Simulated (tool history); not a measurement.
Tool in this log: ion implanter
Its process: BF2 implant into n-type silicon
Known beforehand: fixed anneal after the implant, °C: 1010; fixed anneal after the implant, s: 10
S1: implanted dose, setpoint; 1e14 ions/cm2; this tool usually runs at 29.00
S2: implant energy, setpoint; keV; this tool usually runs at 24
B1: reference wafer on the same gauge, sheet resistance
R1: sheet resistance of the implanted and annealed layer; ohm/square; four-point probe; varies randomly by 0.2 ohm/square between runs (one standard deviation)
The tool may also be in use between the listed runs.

Run 1, hour 0.0: usual settings but S1 25.43 1e14 ions/cm2, S2 30 keV; B1 156.95. Result: R1 120.26 ohm/square.
Run 2, hour 12.2: usual settings but S1 25.43 1e14 ions/cm2, S2 30 keV; B1 156.98. Result: R1 120.50 ohm/square.
Run 3, hour 25.5: usual settings but S1 35.92 1e14 ions/cm2; B1 156.92. Result: R1 131.33 ohm/square.
Run 4, hour 34.0: usual settings; B1 156.91. Result: R1 134.12 ohm/square.
Run 5, hour 51.2: usual settings; B1 156.97. Result: R1 134.44 ohm/square.
Run 6, hour 58.0: usual settings; B1 157.01. Result: R1 134.19 ohm/square.
Run 7, hour 67.2: usual settings; B1 157.09. Result: R1 134.10 ohm/square.
Run 8, hour 78.0: usual settings; B1 156.99. Result: R1 134.08 ohm/square.
Run 9, hour 93.1: usual settings; B1 157.09. Result: R1 134.29 ohm/square.
Run 10, hour 102.8: usual settings but S2 30 keV; B1 157.08. Result: R1 119.48 ohm/square.

Run 11 has not been measured yet. What should we expect?
Run 11, hour 115.7: usual settings; B1 ?. Result: R1 ?.

B1: 156.94
R1: 133.67 ohm/square
Were there no unlogged condition in the tool, this run, its random variation unchanged, would have produced R1 133.67 ohm/square.
